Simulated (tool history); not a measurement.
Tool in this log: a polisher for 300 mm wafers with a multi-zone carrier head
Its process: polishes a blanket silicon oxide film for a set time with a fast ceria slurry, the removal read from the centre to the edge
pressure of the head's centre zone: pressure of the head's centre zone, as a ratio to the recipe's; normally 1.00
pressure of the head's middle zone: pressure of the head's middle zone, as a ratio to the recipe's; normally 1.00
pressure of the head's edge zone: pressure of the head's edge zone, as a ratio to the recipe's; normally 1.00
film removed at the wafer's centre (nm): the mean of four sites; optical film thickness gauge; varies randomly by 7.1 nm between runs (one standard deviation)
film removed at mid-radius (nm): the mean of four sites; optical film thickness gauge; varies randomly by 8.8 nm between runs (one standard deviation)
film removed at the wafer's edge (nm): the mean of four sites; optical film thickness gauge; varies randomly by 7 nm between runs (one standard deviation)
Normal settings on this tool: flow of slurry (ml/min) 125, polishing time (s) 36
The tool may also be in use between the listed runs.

run   hour  flow of slurry (ml/min)  pressure of the head's centre zone  pressure of the head's middle zone  pressure of the head's edge zone  polishing time (s)  incoming thickness of the incoming film, nm  film removed at the wafer's centre (nm)  film removed at mid-radius (nm)  film removed at the wafer's edge (nm)
  1    0.0                      125                                1.00                                1.06                              1.00                  28                                       1605.0                                    451.0                            474.1                                  454.4
  2   13.0                      125                                1.00                                1.06                              1.00                  28                                       1613.4                                    448.9                            483.5                                  471.9
  3   30.3                      125                                1.00                                1.06                              1.00                  36                                       1587.8                                    593.7                            619.8                                  589.5
  4   40.6                      125                                1.00                                1.06                              1.00                  36                                       1616.6                                    583.6                            604.4                                  585.4
  5   53.2                      125                                1.03                                1.00                              1.00                  36                                       1608.0                                    596.0                            589.7                                  589.8
  6   67.7                      125                                1.03                                1.00                              1.00                  36                                       1625.6                                    599.6                            592.4                                  589.0
      79.4  -- worn pad replaced by a new one
  7   83.4                      125                                1.03                                1.00                              1.00                  36                                       1592.6                                    579.5                            595.8                                  583.9
  8  120.2                      125                                1.00                                1.00                              1.00                  36                                       1597.7                                    572.2                            586.7                                  590.8
  9  131.8                      125                                1.00                                1.00                              1.00                  36                                       1599.4                                    581.8                            598.6                                  589.0
     149.6  -- slurry nozzle cleaned
     161.6  -- edge zone pressure recalibrated
 10  171.9                      125                                1.00                                1.00                              1.00                  36                                       1607.1                                    579.5                            586.0                                  589.3
 11  187.2                      125                                1.00                                1.00                              1.06                  36                                       1588.8                                    585.2                            604.7                                  610.0
     201.2  -- worn pad replaced by a new one
 12  205.0                      105                                1.05                                1.03                              1.00                  42                                       1587.7                                    689.5                            692.0                                  663.5
 13  222.6                      115                                0.95                                1.00                              1.00                  36                                       1577.2                                    542.2                            576.8                                  588.8
     238.1  -- centre zone pressure recalibrated
 14  238.6                       90                                1.00                                1.00                              1.00                  36                                       1600.6                                    543.0                            556.9                                  569.6
 15  245.4                      125                                1.10                                1.09                              1.00                  36                                       1613.5                                    628.7                            643.5                                  606.5
 16  251.5                      125                                1.00                                1.00                              1.00                  36                                       1619.3                                    581.6                            589.9                                  580.7
     260.9  -- carrier head's membrane replaced by a new one
 17  261.4                      125                                1.00                                1.00                              1.00                  36                                       1619.2                                    587.7                            596.2                                  581.2
 18  277.3                      125                                1.00                                1.00                              1.00                  36                                       1606.9                                    580.7                            577.2                                  597.0
 19  289.6                      155                                1.00                                1.00                              1.00                  43                                       1607.9                                    729.8                            734.6                                  730.1
 20  301.2                      125                                1.00                                1.00                              1.00                  30                                       1598.8                                    482.6                            486.0                                  490.7
     307.8  -- worn pad replaced by a new one
 21  309.1                       95                                1.10                                0.94                              0.95                  36                                       1597.5                                    603.0                            528.0                                  553.9
 22  319.3                      125                                1.00                                1.00                              0.94                  43                                       1594.0                                    703.3                            707.5                                  685.6
 23  332.5                      125                                1.00                                1.03                              1.09                  36                                       1610.2                                    581.7                            603.7                                  622.1

Predict each of these 3 candidate next runs independently; none follows another, all start after run 23:
  A  332.9                      125                                1.00                                1.00                              1.00                  36                                       1635.7                                        ?                                ?                                      ?
  B  332.9                      125                                1.09                                0.95                              1.07                  31                                       1635.7                                        ?                                ?                                      ?
  C  332.9                      125                                1.00                                1.00                              1.07                  44                                       1635.7                                        ?                                ?                                      ?

run  film removed at the wafer's centre (nm)  film removed at mid-radius (nm)  film removed at the wafer's edge (nm)
  A                                    586.8                            586.8                                  590.8
  B                                    547.9                            483.7                                  526.3
  C                                    717.2                            717.1                                  746.4
What these runs would have given with no unlogged condition in the tool:
run  film removed at the wafer's centre (nm)  film removed at mid-radius (nm)  film removed at the wafer's edge (nm)
  A                                    586.8                            586.8                                  590.8
  B                                    547.9                            483.7                                  526.3
  C                                    717.2                            717.1                                  746.4

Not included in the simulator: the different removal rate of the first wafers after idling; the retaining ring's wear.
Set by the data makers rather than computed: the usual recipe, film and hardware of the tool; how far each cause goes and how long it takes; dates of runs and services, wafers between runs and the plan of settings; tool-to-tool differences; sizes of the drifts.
